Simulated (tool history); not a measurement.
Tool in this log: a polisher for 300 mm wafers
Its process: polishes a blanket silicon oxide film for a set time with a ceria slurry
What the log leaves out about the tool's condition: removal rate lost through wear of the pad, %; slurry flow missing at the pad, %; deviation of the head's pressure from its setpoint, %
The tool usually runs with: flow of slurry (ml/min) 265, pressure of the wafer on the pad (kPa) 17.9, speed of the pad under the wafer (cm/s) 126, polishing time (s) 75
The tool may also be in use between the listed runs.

run,day,flow of slurry (ml/min),pressure of the wafer on the pad (kPa),speed of the pad under the wafer (cm/s),polishing time (s),wafers since the last listed run,wafers polished on this pad,hours since the slurry nozzle was cleaned,hours since the head pressure was calibrated,"incoming thickness of the incoming film, nm",film removed (Å)
1,0.000,265,17.9,98,75,0,1129,172.3,656.2,1749.7,2440
2,1.342,265,17.9,98,75,434,1564,204.5,688.4,1774.4,2448
3,1.917,265,17.9,94,75,186,1751,218.3,702.2,1740.1,2351
4,2.904,265,17.9,94,75,320,2071,242.0,725.9,1735.8,2368
# day 3.371: worn pad replaced by a new one
5,3.954,265,20.7,126,75,286,188,267.2,751.1,1727.9,3626
6,4.742,265,20.7,126,75,255,443,286.1,770.0,1731.9,3675
7,5.683,265,17.9,126,75,305,749,308.7,792.6,1749.0,3150
8,6.429,265,17.9,126,75,241,990,326.6,810.5,1731.4,3139
9,7.708,265,17.9,126,75,414,1405,357.3,841.2,1740.9,3151
# day 9.304: worn pad replaced by a new one
10,9.325,265,17.9,126,75,470,6,396.1,880.0,1750.3,3053
11,10.225,265,17.9,126,75,291,297,417.7,901.6,1751.6,3123
12,11.721,265,17.9,126,75,484,782,453.6,937.5,1755.4,3050
# day 12.283: slurry nozzle cleaned
13,13.029,265,17.9,126,75,410,1193,17.9,968.9,1728.8,3163
14,13.992,265,17.9,126,75,312,1505,41.0,992.0,1756.1,3185
# day 14.971: worn pad replaced by a new one
15,14.992,230,17.9,126,75,270,6,65.0,1016.0,1774.4,3194
16,16.450,265,17.9,126,75,472,479,100.0,1051.0,1742.0,3195
# day 17.333: head pressure recalibrated
17,18.358,315,13.1,154,91,591,1071,145.8,24.6,1735.6,3224
18,19.225,265,15.9,126,75,280,1351,166.6,45.4,1730.2,2576
19,19.996,180,12.4,106,75,249,1601,185.1,63.9,1729.6,1680
# day 20.171: worn pad replaced by a new one
20,20.704,265,17.9,160,59,175,173,202.1,80.9,1744.4,2980
21,21.812,265,17.9,126,75,359,532,228.7,107.5,1727.1,2931
22,23.046,325,24.1,168,85,399,932,258.3,137.1,1764.3,6213
23,24.204,225,17.9,138,75,375,1308,286.1,164.9,1766.0,3270
24,24.762,350,17.9,126,75,180,1489,299.5,178.3,1721.4,3073
25,26.025,330,11.7,126,63,409,1898,329.8,208.6,1735.3,1660
# day 26.796: worn pad replaced by a new one
26,27.483,265,17.9,82,75,418,223,364.8,243.6,1735.3,1948
27,28.600,180,12.4,106,75,361,585,391.6,270.4,1749.9,1690
# day 29.208: slurry nozzle cleaned
28,30.079,265,17.9,84,75,465,1051,20.9,305.9,1726.6,2063

Predict each of these 5 candidate next runs independently; none follows another, all start after run 28:
A,30.096,265,17.9,126,75,5,1056,21.3,306.3,1753.6,?
B,30.096,310,23.4,126,75,5,1056,21.3,306.3,1753.6,?
C,30.096,200,17.9,126,75,5,1056,21.3,306.3,1753.6,?
D,30.096,345,17.9,126,54,5,1056,21.3,306.3,1753.6,?
E,30.096,220,21.4,86,83,5,1056,21.3,306.3,1753.6,?

run,film removed (Å)
A,3120
B,4121
C,3062
D,2284
E,2776
Had the tool no hidden state, the same runs would have come out as:
run,film removed (Å)
A,2930
B,3870
C,2877
D,2144
E,2607

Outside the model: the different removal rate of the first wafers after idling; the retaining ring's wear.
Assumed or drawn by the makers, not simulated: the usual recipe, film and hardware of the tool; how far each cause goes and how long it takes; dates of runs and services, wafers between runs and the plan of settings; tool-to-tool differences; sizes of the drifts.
